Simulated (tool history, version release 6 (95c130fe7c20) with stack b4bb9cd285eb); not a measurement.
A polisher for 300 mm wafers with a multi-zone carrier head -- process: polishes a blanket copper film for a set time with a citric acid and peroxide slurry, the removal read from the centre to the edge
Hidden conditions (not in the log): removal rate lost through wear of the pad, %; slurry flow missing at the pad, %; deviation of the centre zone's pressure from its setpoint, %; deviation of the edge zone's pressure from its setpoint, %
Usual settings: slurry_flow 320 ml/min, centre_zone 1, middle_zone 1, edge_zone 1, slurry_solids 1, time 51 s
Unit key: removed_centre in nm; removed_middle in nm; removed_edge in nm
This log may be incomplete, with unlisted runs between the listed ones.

| run | hour | slurry_flow | centre_zone | middle_zone | edge_zone | slurry_solids | time | wafers since the last listed run | wafers polished on this pad | hours since the slurry nozzle was cleaned | hours since the centre zone pressure was calibrated | hours since the edge zone pressure was calibrated | hours since the carrier head's membrane was replaced | incoming thickness of the incoming film, nm | removed_centre | removed_middle | removed_edge |
|---|---|---|---|---|---|---|---|---|---|---|---|---|---|---|---|---|---|
| 1 | 0 | 320 | 1 | 1 | 1.09 | 1 | 51 | 0 | 1675 | 303.1 | 181.1 | 77.8 | 470.5 | 1106 | 203.5 | 210.1 | 220.1 |
| 2 | 32 | 320 | 0.96 | 0.95 | 1 | 1.15 | 51 | 325 | 2001 | 335.1 | 213.1 | 109.8 | 502.5 | 1113.4 | 207.3 | 203.5 | 216.4 |
| 3 | 64.3 | 320 | 1 | 1 | 1 | 1 | 51 | 328 | 2330 | 367.4 | 245.4 | 142.1 | 534.8 | 1120.3 | 206.4 | 211.9 | 211.9 |
| 4 | 90.2 | 320 | 1 | 1.11 | 1 | 1 | 51 | 263 | 2594 | 393.3 | 271.3 | 168 | 560.7 | 1117.7 | 207.5 | 227.5 | 211.4 |
|  | 242 | slurry nozzle cleaned |
| 5 | 273.8 | 320 | 0.93 | 1.11 | 0.93 | 1 | 51 | 1858 | 4452 | 31.8 | 454.9 | 351.6 | 744.3 | 1095.8 | 192.3 | 226.8 | 204.1 |
|  | 277.9 | worn pad replaced by a new one |
| 6 | 312.7 | 320 | 1.12 | 1.1 | 1 | 1.1 | 51 | 355 | 354 | 70.7 | 493.8 | 390.5 | 783.2 | 1110.9 | 236.6 | 232.6 | 212.5 |
| 7 | 346.1 | 320 | 1.06 | 1 | 1 | 1.2 | 51 | 340 | 694 | 104.1 | 527.2 | 423.9 | 816.6 | 1125.2 | 229.9 | 220.8 | 218.4 |
|  | 363.3 | centre zone pressure recalibrated |
| 8 | 392.4 | 320 | 1 | 0.94 | 0.96 | 0.8 | 43 | 450 | 1145 | 150.4 | 29.1 | 470.2 | 862.9 | 1114.8 | 163.8 | 154.5 | 166 |
| 9 | 438.6 | 320 | 1 | 1 | 1 | 0.85 | 62 | 470 | 1615 | 196.6 | 75.3 | 516.4 | 909.1 | 1107.7 | 241.9 | 240.8 | 248 |
|  | 484.5 | edge zone pressure recalibrated |
| 10 | 491.2 | 320 | 1 | 1 | 1.09 | 1 | 51 | 515 | 2130 | 249.2 | 127.9 | 6.7 | 961.7 | 1102.2 | 204.2 | 205.3 | 220.3 |
| 11 | 534.1 | 320 | 0.96 | 1.08 | 1.08 | 1 | 51 | 436 | 2567 | 292.1 | 170.8 | 49.6 | 1004.6 | 1127.2 | 203.1 | 224.6 | 218.2 |
|  | 569.2 | carrier head's membrane replaced by a new one |
| 12 | 569.7 | 320 | 1.05 | 1.09 | 0.95 | 1.3 | 51 | 311 | 2878 | 327.7 | 206.4 | 85.2 | 0.5 | 1110.4 | 232.7 | 238.7 | 221.5 |
| 13 | 595.9 | 360 | 0.95 | 0.89 | 1 | 1 | 51 | 266 | 3145 | 353.9 | 232.6 | 111.4 | 26.7 | 1101 | 200.4 | 193.7 | 212.6 |
| 14 | 636.9 | 320 | 0.93 | 1.11 | 0.93 | 1 | 51 | 417 | 3562 | 394.9 | 273.6 | 152.4 | 67.7 | 1127 | 194.1 | 230.2 | 209.2 |
|  | 659.5 | worn pad replaced by a new one |
| 15 | 703.5 | 380 | 1 | 0.94 | 1.08 | 0.75 | 51 | 637 | 447 | 461.5 | 340.2 | 219 | 134.3 | 1132.2 | 197.1 | 186.2 | 205.5 |
| 16 | 753 | 320 | 0.96 | 0.89 | 1 | 1 | 51 | 503 | 951 | 511 | 389.7 | 268.5 | 183.8 | 1105.8 | 200.9 | 189.7 | 210.1 |
|  | 794.3 | slurry nozzle cleaned |
| 17 | 824.9 | 225 | 0.91 | 1 | 1.05 | 0.8 | 51 | 721 | 1673 | 30.6 | 461.6 | 340.4 | 255.7 | 1108.7 | 170 | 188.7 | 199 |
| 18 | 881.2 | 320 | 0.9 | 1.06 | 1 | 1.2 | 51 | 573 | 2246 | 86.9 | 517.9 | 396.7 | 312 | 1099.1 | 195.2 | 225.4 | 218 |
|  | 886.3 | centre zone pressure recalibrated |
| 19 | 949.6 | 320 | 1 | 1 | 1 | 1 | 51 | 675 | 2922 | 155.3 | 63.3 | 465.1 | 380.4 | 1090.2 | 206.7 | 209.3 | 207.9 |
| 20 | 1016.8 | 320 | 1 | 1.06 | 1 | 1 | 51 | 684 | 3606 | 222.5 | 130.5 | 532.3 | 447.6 | 1101.3 | 207.1 | 215.1 | 211.3 |
| 21 | 1052.5 | 320 | 1 | 0.96 | 1 | 1 | 38 | 363 | 3969 | 258.2 | 166.2 | 568 | 483.3 | 1129.2 | 153.3 | 148.8 | 158 |
|  | 1060.3 | edge zone pressure recalibrated |
|  | 1075.3 | worn pad replaced by a new one |
| 22 | 1105.2 | 320 | 1.04 | 1 | 1 | 0.8 | 51 | 475 | 303 | 310.9 | 218.9 | 44.9 | 536 | 1092 | 206.4 | 197 | 200.5 |

Run-by-run hidden state of the tool:
removal rate lost through wear of the pad, %: 0, the same for each run
slurry flow missing at the pad, %: 0, the same for each run
deviation of the centre zone's pressure from its setpoint, %: 0, the same for each run
deviation of the edge zone's pressure from its setpoint, %: 0, the same for each run
